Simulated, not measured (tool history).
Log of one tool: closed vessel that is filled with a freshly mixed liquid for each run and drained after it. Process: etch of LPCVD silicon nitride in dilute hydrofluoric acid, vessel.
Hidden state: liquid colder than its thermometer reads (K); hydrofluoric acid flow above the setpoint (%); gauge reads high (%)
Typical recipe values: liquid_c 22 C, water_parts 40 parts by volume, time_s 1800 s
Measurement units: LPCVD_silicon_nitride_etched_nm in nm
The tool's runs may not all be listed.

run     day  liquid_c  water_parts  time_s  wafers since the last listed run  hours since the thermometer was replaced  hours since the hydrofluoric acid flow meter was replaced  hours since the gauge calibration  read-back film thickness of the LPCVD silicon nitride reference wafer, read on the same gauge (nm)  LPCVD_silicon_nitride_etched_nm
  1       0        22           40    1800                                 0                                    2210.2                                                      832.6                                387                                                                                               70.11                            21.18
      2.746  -- hydrofluoric acid flow meter replaced
  2   3.529        22           40    2435                              2343                                    2294.9                                                       18.8                              471.7                                                                                               70.11                             28.6
  3   7.525        22           40    2435                              2684                                    2390.8                                                      114.7                              567.6                                                                                               70.17                            28.59
  4   9.321      18.5           40    1800                              1206                                    2433.9                                                      157.8                              610.7                                                                                               70.24                            16.56
  5    11.6      18.5           40    1800                              1531                                    2488.6                                                      212.5                              665.4                                                                                               70.25                            16.51
  6  13.129        18           40    1800                              1027                                    2525.3                                                      249.2                              702.1                                                                                               70.29                            15.99
  7  16.133        22           40    1800                              2018                                    2597.4                                                      321.3                              774.2                                                                                               70.43                            21.27
  8  20.429        22           40    1800                              2886                                    2700.5                                                      424.4                              877.3                                                                                               70.49                            21.29
  9      22        22           40    1800                              1055                                    2738.2                                                      462.1                                915                                                                                               70.51                            21.33
     23.488  -- thermometer replaced
 10  25.042        22           40    1800                              2015                                      37.3                                                      535.1                                988                                                                                               70.63                            21.19
 11  27.125        24           40    1800                              1399                                      87.3                                                      585.1                               1038                                                                                               70.68                            24.24
 12  29.533        22           25    1420                              1618                                     145.1                                                      642.9                             1095.8                                                                                               70.81                            26.52
 13  32.388      26.5           40    2520                              1917                                     213.6                                                      711.4                             1164.3                                                                                               70.89                             40.5
 14   36.65        22           40    1800                              2864                                     315.9                                                      813.7                             1266.6                                                                                                71.1                            21.21
 15  41.133      20.5           25    1420                              3012                                     423.5                                                      921.3                             1374.2                                                                                               71.28                             24.1
     43.125  -- gauge calibrated
 16  43.217        22           25    1185                              1399                                     473.5                                                      971.3                                2.2                                                                                               69.86                            21.77
     44.058  -- hydrofluoric acid flow meter replaced
 17  47.429      19.5           35    2405                              2802                                     574.6                                                       80.9                              103.3                                                                                               69.91                            26.98
 18  50.654        22           40    1515                              2166                                       652                                                      158.3                              180.7                                                                                                69.9                             17.8
 19  54.579        22           40    1800                              2637                                     746.2                                                      252.5                              274.9                                                                                               69.97                            21.18
 20  58.688        22           40    1060                              2760                                     844.8                                                      351.1                              373.5                                                                                               69.98                            12.45

5 options for the next run, each taken on its own from the tool as it stands now. Forecast them:
  A  58.738        22           40    1800                                33                                       846                                                      352.3                              374.7                                                                                                   ?                                ?
  B  58.738        20           60    2270                                33                                       846                                                      352.3                              374.7                                                                                                   ?                                ?
  C  58.738      23.5           55    1120                                33                                       846                                                      352.3                              374.7                                                                                                   ?                                ?
  D  58.738        22           40    2115                                33                                       846                                                      352.3                              374.7                                                                                                   ?                                ?
  E  58.738        22           45    1800                                33                                       846                                                      352.3                              374.7                                                                                                   ?                                ?

run  read-back film thickness of the LPCVD silicon nitride reference wafer, read on the same gauge (nm)  LPCVD_silicon_nitride_etched_nm
  A                                                                                               69.99                            21.09
  B                                                                                               69.99                            15.61
  C                                                                                               69.99                            10.65
  D                                                                                               69.99                            24.78
  E                                                                                               69.99                             18.8
Had the tool no hidden state, the same runs would have come out as:
run  LPCVD_silicon_nitride_etched_nm
  A                            21.09
  B                            15.61
  C                            10.65
  D                            24.78
  E                            18.81
